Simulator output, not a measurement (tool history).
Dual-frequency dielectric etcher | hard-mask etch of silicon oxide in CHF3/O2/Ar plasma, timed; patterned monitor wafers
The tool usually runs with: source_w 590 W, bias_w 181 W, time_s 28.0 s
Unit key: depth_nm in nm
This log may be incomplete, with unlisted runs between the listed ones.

run,hour,source_w,bias_w,time_s,"read-back reference wafer on the same gauge, depth_nm",depth_nm
1,0.0,590,181,28.0,47.7,56.5
2,53.5,590,181,28.0,47.7,55.8
# hour 223.7: wet clean of the chamber
3,247.3,590,181,28.0,47.6,53.5
4,284.3,550,181,31.0,47.7,57.5
5,347.4,550,181,31.0,47.7,57.4
# hour 386.1: bias power generator calibrated
# hour 395.0: wet clean of the chamber, repeated, since the last time left the tool worse
6,395.5,550,181,31.0,47.7,61.4
7,447.5,590,181,28.0,47.7,56.9
# hour 480.9: gauge calibrated
8,509.1,590,181,28.0,47.7,55.6
9,567.0,510,181,28.0,47.7,52.8
10,610.1,590,159,28.0,47.7,52.0
11,680.8,720,181,31.0,47.7,65.2
# hour 736.4: wet clean of the chamber
12,739.1,720,165,32.5,47.7,67.4
13,803.4,540,149,33.5,47.7,60.1
# hour 867.8: upper electrode replaced
14,868.3,500,181,23.0,47.7,44.0
# hour 885.1: source power generator calibrated
15,931.5,590,181,28.0,47.7,56.2
16,979.4,690,168,28.0,47.6,56.7
17,1010.0,590,181,28.0,47.7,55.1
# hour 1118.1: wet clean of the chamber
18,1177.8,690,202,32.0,47.8,71.3
19,1234.1,650,196,33.5,47.7,71.5

Here are 5 independent what-if runs from the current tool condition. What would each one return?
A,1234.5,590,225,28.0,?,?
B,1234.5,440,213,35.0,?,?
C,1234.5,590,214,28.0,?,?
D,1234.5,590,181,24.5,?,?
E,1234.5,640,159,24.5,?,?

run,"read-back reference wafer on the same gauge, depth_nm",depth_nm
A,47.7,62.0
B,47.7,69.2
C,47.7,60.6
D,47.7,49.1
E,47.7,47.4
Had the tool no hidden state, the same runs would have come out as:
run,depth_nm
A,63.1
B,70.4
C,61.7
D,50.0
E,48.3
